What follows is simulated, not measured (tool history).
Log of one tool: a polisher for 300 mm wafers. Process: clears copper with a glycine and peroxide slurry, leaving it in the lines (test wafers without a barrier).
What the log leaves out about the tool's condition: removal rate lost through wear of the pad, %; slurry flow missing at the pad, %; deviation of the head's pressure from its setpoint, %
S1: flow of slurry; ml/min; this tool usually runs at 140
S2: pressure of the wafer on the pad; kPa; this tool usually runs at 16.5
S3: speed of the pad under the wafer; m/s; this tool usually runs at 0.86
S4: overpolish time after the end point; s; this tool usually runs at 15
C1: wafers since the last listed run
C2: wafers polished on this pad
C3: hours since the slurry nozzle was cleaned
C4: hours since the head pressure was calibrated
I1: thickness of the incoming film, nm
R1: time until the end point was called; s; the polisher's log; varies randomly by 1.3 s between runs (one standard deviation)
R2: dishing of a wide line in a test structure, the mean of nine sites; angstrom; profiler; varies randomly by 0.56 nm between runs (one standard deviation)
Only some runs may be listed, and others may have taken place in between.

| run | hour | S1 | S2 | S3 | S4 | C1 | C2 | C3 | C4 | I1 | R1 | R2 |
|---|---|---|---|---|---|---|---|---|---|---|---|---|
| 1 | 0.0 | 140 | 16.5 | 0.86 | 15 | 0 | 1031 | 366.8 | 868.5 | 356.6 | 94.6 | 412 |
|  | 16.5 | worn pad replaced by a new one |
| 2 | 27.0 | 140 | 16.5 | 0.86 | 15 | 285 | 130 | 393.8 | 895.5 | 359.5 | 87.3 | 443 |
| 3 | 48.3 | 140 | 16.5 | 0.86 | 8 | 264 | 394 | 415.1 | 916.8 | 361.1 | 87.5 | 246 |
| 4 | 61.9 | 140 | 16.5 | 0.86 | 8 | 168 | 563 | 428.7 | 930.4 | 356.7 | 92.0 | 237 |
| 5 | 88.4 | 140 | 16.5 | 0.86 | 15 | 329 | 892 | 455.2 | 956.9 | 359.5 | 95.7 | 419 |
|  | 102.5 | worn pad replaced by a new one |
| 6 | 115.2 | 140 | 16.5 | 0.86 | 15 | 283 | 157 | 482.0 | 983.7 | 351.8 | 84.0 | 439 |
| 7 | 135.4 | 140 | 16.5 | 0.86 | 15 | 250 | 408 | 502.2 | 1003.9 | 355.4 | 89.6 | 434 |
| 8 | 153.5 | 140 | 20.0 | 0.86 | 18 | 224 | 633 | 520.3 | 1022.0 | 354.9 | 82.3 | 540 |
|  | 165.5 | head pressure recalibrated |
| 9 | 185.2 | 140 | 20.0 | 0.86 | 18 | 368 | 1002 | 552.0 | 19.7 | 352.8 | 83.9 | 544 |
|  | 193.5 | worn pad replaced by a new one, of another model than before |
| 10 | 200.3 | 140 | 20.0 | 0.86 | 18 | 137 | 84 | 567.1 | 34.8 | 357.1 | 72.3 | 627 |
|  | 230.5 | slurry nozzle cleaned |
| 11 | 231.0 | 140 | 16.5 | 0.86 | 15 | 368 | 453 | 0.5 | 65.5 | 354.5 | 91.0 | 404 |
| 12 | 261.6 | 100 | 16.5 | 0.86 | 18 | 379 | 833 | 31.1 | 96.1 | 353.4 | 113.9 | 404 |
| 13 | 274.9 | 140 | 11.7 | 1.00 | 9 | 165 | 998 | 44.4 | 109.4 | 357.7 | 125.2 | 198 |
|  | 288.3 | worn pad replaced by a new one |
| 14 | 299.8 | 140 | 20.0 | 0.58 | 15 | 259 | 142 | 69.3 | 134.3 | 356.6 | 89.8 | 450 |
| 15 | 322.5 | 140 | 16.5 | 0.86 | 15 | 281 | 424 | 92.0 | 157.0 | 357.4 | 89.6 | 421 |
| 16 | 335.6 | 165 | 14.5 | 0.86 | 7 | 162 | 587 | 105.1 | 170.1 | 357.5 | 97.5 | 199 |
| 17 | 363.9 | 140 | 20.0 | 0.86 | 18 | 351 | 938 | 133.4 | 198.4 | 361.7 | 78.2 | 566 |
| 18 | 382.4 | 160 | 20.7 | 0.86 | 15 | 229 | 1168 | 151.9 | 216.9 | 354.3 | 71.2 | 523 |
|  | 392.5 | worn pad replaced by a new one |
| 19 | 417.3 | 165 | 11.7 | 1.02 | 15 | 383 | 308 | 186.8 | 251.8 | 352.1 | 109.7 | 354 |
| 20 | 431.1 | 125 | 13.8 | 0.64 | 15 | 171 | 479 | 200.6 | 265.6 | 358.7 | 131.5 | 303 |
| 21 | 445.7 | 140 | 17.9 | 1.08 | 12 | 181 | 660 | 215.2 | 280.2 | 354.2 | 78.1 | 415 |
| 22 | 472.8 | 140 | 16.5 | 0.86 | 15 | 336 | 997 | 242.3 | 307.3 | 359.0 | 95.1 | 409 |
|  | 487.9 | worn pad replaced by a new one |
| 23 | 502.2 | 140 | 20.0 | 0.58 | 15 | 315 | 177 | 271.7 | 336.7 | 362.4 | 87.9 | 431 |

Branching from run 23: 3 alternative next runs. What would each branch give?
| A | 502.7 | 140 | 16.5 | 0.86 | 15 | 6 | 183 | 272.2 | 337.2 | 350.2 | ? | ? |
| B | 502.7 | 185 | 19.3 | 0.86 | 21 | 6 | 183 | 272.2 | 337.2 | 350.2 | ? | ? |
| C | 502.7 | 95 | 11.7 | 0.96 | 15 | 6 | 183 | 272.2 | 337.2 | 350.2 | ? | ? |

| run | R1 | R2 |
|---|---|---|
| A | 85.7 | 454 |
| B | 68.8 | 728 |
| C | 145.7 | 278 |
Take away the tool's hidden state, keep each run's random variation, and the runs would have read:
| run | R1 | R2 |
|---|---|---|
| A | 81.4 | 475 |
| B | 65.4 | 758 |
| C | 138.4 | 292 |
